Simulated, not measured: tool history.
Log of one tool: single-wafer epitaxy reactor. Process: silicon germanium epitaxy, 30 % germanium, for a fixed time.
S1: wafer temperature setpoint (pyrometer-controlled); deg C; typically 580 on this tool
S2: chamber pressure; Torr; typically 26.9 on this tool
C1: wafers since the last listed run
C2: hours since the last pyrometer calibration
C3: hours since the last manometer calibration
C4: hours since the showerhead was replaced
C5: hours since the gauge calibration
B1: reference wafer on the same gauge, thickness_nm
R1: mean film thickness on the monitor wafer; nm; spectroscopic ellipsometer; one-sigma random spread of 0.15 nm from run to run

Run 1, hour 0: usual settings; C1 0; C2 1957.5; C3 2598.6; C4 7527.9; C5 123.5; B1 54.383. Result: R1 52.241 nm.
Run 2, hour 6.6: usual settings; C1 95; C2 1964.1; C3 2605.2; C4 7534.5; C5 130.1; B1 54.437. Result: R1 52.369 nm.
Run 3, hour 22.1: usual settings; C1 223; C2 1979.6; C3 2620.7; C4 7550; C5 145.6; B1 54.391. Result: R1 52.354 nm.
Run 4, hour 28.8: usual settings; C1 96; C2 1986.3; C3 2627.4; C4 7556.7; C5 152.3; B1 54.422. Result: R1 52.111 nm.
Run 5, hour 45.6: usual settings but S1 587 deg C; C1 242; C2 2003.1; C3 2644.2; C4 7573.5; C5 169.1; B1 54.404. Result: R1 58.66 nm.
Run 6, hour 52.1: usual settings; C1 93; C2 2009.6; C3 2650.7; C4 7580; C5 175.6; B1 54.437. Result: R1 52.013 nm.
Run 7, hour 62.1: usual settings; C1 144; C2 2019.6; C3 2660.7; C4 7590; C5 185.6; B1 54.413. Result: R1 52.534 nm.
Run 8, hour 71.2: usual settings; C1 131; C2 2028.7; C3 2669.8; C4 7599.1; C5 194.7; B1 54.4. Result: R1 52.401 nm.
Run 9, hour 88.6: usual settings; C1 250; C2 2046.1; C3 2687.2; C4 7616.5; C5 212.1; B1 54.444. Result: R1 52.396 nm.
Run 10, hour 103.1: usual settings; C1 208; C2 2060.6; C3 2701.7; C4 7631; C5 226.6; B1 54.392. Result: R1 52.598 nm.
At hour 120.9: gauge calibrated.
At hour 123.4: showerhead replaced.
Run 11, hour 123.9: usual settings; C1 184; C2 2081.4; C3 2722.5; C4 0.5; C5 3; B1 54.388. Result: R1 52.674 nm.
At hour 134.1: pyrometer calibrated.
Run 12, hour 134.6: usual settings; C1 38; C2 0.5; C3 2733.2; C4 11.2; C5 13.7; B1 54.406. Result: R1 43.029 nm.
Run 13, hour 143.5: usual settings; C1 128; C2 9.4; C3 2742.1; C4 20.1; C5 22.6; B1 54.428. Result: R1 43.067 nm.
Run 14, hour 159.5: usual settings; C1 230; C2 25.4; C3 2758.1; C4 36.1; C5 38.6; B1 54.328. Result: R1 43.193 nm.
Run 15, hour 167.3: usual settings but S1 571 deg C, S2 23.4 Torr; C1 112; C2 33.2; C3 2765.9; C4 43.9; C5 46.4; B1 54.402. Result: R1 34.841 nm.
Run 16, hour 173.8: usual settings; C1 93; C2 39.7; C3 2772.4; C4 50.4; C5 52.9; B1 54.338. Result: R1 43.092 nm.
At hour 188.6: pyrometer calibrated, repeated, since the last time left the tool worse.
Run 17, hour 189.1: usual settings; C1 105; C2 0.5; C3 2787.7; C4 65.7; C5 68.2; B1 54.415. Result: R1 50.076 nm.
Run 18, hour 197.1: usual settings but S1 584 deg C, S2 22 Torr; C1 115; C2 8.5; C3 2795.7; C4 73.7; C5 76.2; B1 54.404. Result: R1 49.205 nm.
Run 19, hour 211: usual settings but S1 588 deg C, S2 22.8 Torr; C1 200; C2 22.4; C3 2809.6; C4 87.6; C5 90.1; B1 54.382. Result: R1 53.099 nm.
At hour 228: capacitance manometer re-zeroed and calibrated.
Run 20, hour 228.5: usual settings but S1 593 deg C, S2 32 Torr; C1 136; C2 39.9; C3 0.5; C4 105.1; C5 107.6; B1 54.382. Result: R1 66.795 nm.
Run 21, hour 231.3: usual settings but S1 590 deg C, S2 21 Torr; C1 40; C2 42.7; C3 3.3; C4 107.9; C5 110.4; B1 54.408. Result: R1 53.238 nm.
Run 22, hour 239.6: usual settings but S1 586 deg C; C1 119; C2 51; C3 11.6; C4 116.2; C5 118.7; B1 54.407. Result: R1 55.43 nm.
Run 23, hour 247.9: usual settings but S1 586 deg C, S2 29.8 Torr; C1 119; C2 59.3; C3 19.9; C4 124.5; C5 127; B1 54.378. Result: R1 58.115 nm.
Run 24, hour 261.5: usual settings but S2 28.7 Torr; C1 195; C2 72.9; C3 33.5; C4 138.1; C5 140.6; B1 54.44. Result: R1 51.454 nm.
Run 25, hour 277.6: usual settings but S1 571 deg C, S2 21.4 Torr; C1 231; C2 89; C3 49.6; C4 154.2; C5 156.7; B1 54.367. Result: R1 38.812 nm.
Run 26, hour 284.7: usual settings; C1 102; C2 96.1; C3 56.7; C4 161.3; C5 163.8; B1 54.405. Result: R1 50.083 nm.
Run 27, hour 299.3: usual settings but S1 593 deg C; C1 210; C2 110.7; C3 71.3; C4 175.9; C5 178.4; B1 54.372. Result: R1 62.029 nm.
Run 28, hour 311.3: usual settings but S1 585 deg C, S2 21.2 Torr; C1 172; C2 122.7; C3 83.3; C4 187.9; C5 190.4; B1 54.422. Result: R1 49.125 nm.

Forecast each of these 3 alternatives for the next run:
Run A, hour 311.7: usual settings; C1 5; C2 123.1; C3 83.7; C4 188.3; C5 190.8; B1 ?. Result: R1 ?.
Run B, hour 311.7: usual settings but S1 591 deg C, S2 29.1 Torr; C1 5; C2 123.1; C3 83.7; C4 188.3; C5 190.8; B1 ?. Result: R1 ?.
Run C, hour 311.7: usual settings but S1 594 deg C; C1 5; C2 123.1; C3 83.7; C4 188.3; C5 190.8; B1 ?. Result: R1 ?.

run      B1      R1
  A  54.392  49.981
  B  54.392   62.03
  C  54.392  63.016
The same runs, with their run-to-run variation unchanged, on a tool lacking any hidden condition would have given:
run      R1
  A  48.934
  B   60.76
  C  61.734
